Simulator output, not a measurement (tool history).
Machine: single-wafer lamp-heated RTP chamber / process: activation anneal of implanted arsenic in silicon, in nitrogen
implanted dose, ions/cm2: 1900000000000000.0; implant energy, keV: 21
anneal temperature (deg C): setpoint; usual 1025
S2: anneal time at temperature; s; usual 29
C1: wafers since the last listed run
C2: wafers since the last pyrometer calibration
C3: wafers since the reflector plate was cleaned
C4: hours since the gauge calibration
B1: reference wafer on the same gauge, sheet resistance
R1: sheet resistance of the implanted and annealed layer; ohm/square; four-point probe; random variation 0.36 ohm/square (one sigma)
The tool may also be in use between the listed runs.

Run 1, hour 0: usual settings; C1 0; C2 3823; C3 2918; C4 693.4; B1 99.42. Result: R1 87.87 ohm/square.
At hour 31: pyrometer window cleaned and pyrometer calibrated.
Run 2, hour 41.4: usual settings; C1 261; C2 81; C3 3179; C4 734.8; B1 99.33. Result: R1 90.06 ohm/square.
Run 3, hour 133.9: usual settings; C1 723; C2 804; C3 3903; C4 827.3; B1 99.37. Result: R1 88.24 ohm/square.
Run 4, hour 236.9: usual settings; C1 805; C2 1610; C3 4708; C4 930.3; B1 99.38. Result: R1 87.99 ohm/square.
Run 5, hour 315.6: usual settings; C1 615; C2 2225; C3 5324; C4 1009; B1 99.43. Result: R1 87.68 ohm/square.
Run 6, hour 357.3: usual settings but anneal temperature (deg C) 1001; C1 326; C2 2552; C3 5650; C4 1050.7; B1 99.36. Result: R1 97.58 ohm/square.
Run 7, hour 405.9: usual settings; C1 380; C2 2932; C3 6030; C4 1099.3; B1 99.5. Result: R1 86.43 ohm/square.
Run 8, hour 459.1: usual settings; C1 416; C2 3348; C3 6446; C4 1152.5; B1 99.44. Result: R1 85.97 ohm/square.
Run 9, hour 515.1: usual settings; C1 437; C2 3786; C3 6884; C4 1208.5; B1 99.41. Result: R1 86.52 ohm/square.
Run 10, hour 590.3: usual settings; C1 588; C2 4374; C3 7472; C4 1283.7; B1 99.5. Result: R1 85.95 ohm/square.
At hour 610.7: pyrometer window cleaned and pyrometer calibrated.
Run 11, hour 690.7: usual settings but S2 42 s; C1 722; C2 625; C3 8195; C4 1384.1; B1 99.38. Result: R1 82.68 ohm/square.
Run 12, hour 771.2: usual settings but S2 42 s; C1 629; C2 1255; C3 8824; C4 1464.6; B1 99.4. Result: R1 81.96 ohm/square.
Run 13, hour 869: usual settings but S2 42 s; C1 764; C2 2020; C3 9589; C4 1562.4; B1 99.42. Result: R1 80.97 ohm/square.
Run 14, hour 936.6: usual settings; C1 528; C2 2549; C3 10118; C4 1630; B1 99.26. Result: R1 86.29 ohm/square.
At hour 956.3: gauge calibrated.
Run 15, hour 1041.3: usual settings but anneal temperature (deg C) 1051, S2 36 s; C1 818; C2 3367; C3 10937; C4 85; B1 99.37. Result: R1 73.33 ohm/square.
Run 16, hour 1138.9: usual settings but anneal temperature (deg C) 996, S2 19 s; C1 763; C2 4131; C3 11700; C4 182.6; B1 99.42. Result: R1 105.79 ohm/square.
At hour 1205.8: pyrometer window cleaned and pyrometer calibrated.
Run 17, hour 1222.3: usual settings but anneal temperature (deg C) 1052, S2 41 s; C1 589; C2 129; C3 12290; C4 266; B1 99.39. Result: R1 72.84 ohm/square.
At hour 1268: reflector plate cleaned.
Run 18, hour 1304.6: usual settings; C1 581; C2 710; C3 286; C4 348.3; B1 99.4. Result: R1 88.99 ohm/square.
Run 19, hour 1341.8: usual settings; C1 290; C2 1001; C3 577; C4 385.5; B1 99.36. Result: R1 89.3 ohm/square.
Run 20, hour 1462.1: usual settings but anneal temperature (deg C) 996, S2 19 s; C1 940; C2 1942; C3 1518; C4 505.8; B1 99.37. Result: R1 108.51 ohm/square.
Run 21, hour 1548.2: usual settings but anneal temperature (deg C) 1011, S2 24 s; C1 673; C2 2615; C3 2191; C4 591.9; B1 99.43. Result: R1 97.5 ohm/square.
Run 22, hour 1598.2: usual settings but anneal temperature (deg C) 997, S2 39 s; C1 391; C2 3006; C3 2582; C4 641.9; B1 99.42. Result: R1 96.04 ohm/square.
Run 23, hour 1655.7: usual settings but S2 18 s; C1 449; C2 3456; C3 3032; C4 699.4; B1 99.47. Result: R1 94.62 ohm/square.
Run 24, hour 1694: usual settings; C1 299; C2 3756; C3 3332; C4 737.7; B1 99.41. Result: R1 87.51 ohm/square.
Run 25, hour 1765.8: usual settings but anneal temperature (deg C) 1043, S2 40 s; C1 561; C2 4317; C3 3893; C4 809.5; B1 99.36. Result: R1 76.21 ohm/square.
At hour 1789.4: pyrometer window cleaned and pyrometer calibrated.
Run 26, hour 1836: usual settings but anneal temperature (deg C) 1038, S2 44 s; C1 486; C2 364; C3 4380; C4 879.7; B1 99.4. Result: R1 77.65 ohm/square.
Run 27, hour 1914.7: usual settings but anneal temperature (deg C) 1044, S2 44 s; C1 615; C2 980; C3 4995; C4 958.4; B1 99.33. Result: R1 74.77 ohm/square.
Run 28, hour 1987.4: usual settings but anneal temperature (deg C) 1000, S2 35 s; C1 568; C2 1548; C3 5564; C4 1031.1; B1 99.42. Result: R1 96.65 ohm/square.

The same runs without the tool's hidden state, with the same run-to-run variation:
Hidden state at play: true wafer temperature minus pyrometer reading, K; wafer temperature error from the tarnished reflector plate, K; gauge reads high (%).
run      R1
  1   92.05
  2   91.86
  3   91.41
  4   92.17
  5   92.38
  6  103.02
  7   91.51
  8   91.23
  9   92.01
 10   91.63
 11   86.11
 12   86.24
 13   85.92
 14   91.81
 15   77.81
 16  112.74
 17   75.52
 18   90.91
 19   91.66
 20  112.16
 21  101.56
 22  100.58
 23   98.82
 24   91.84
 25   79.92
 26   79.85
 27   77.61
 28  101.48
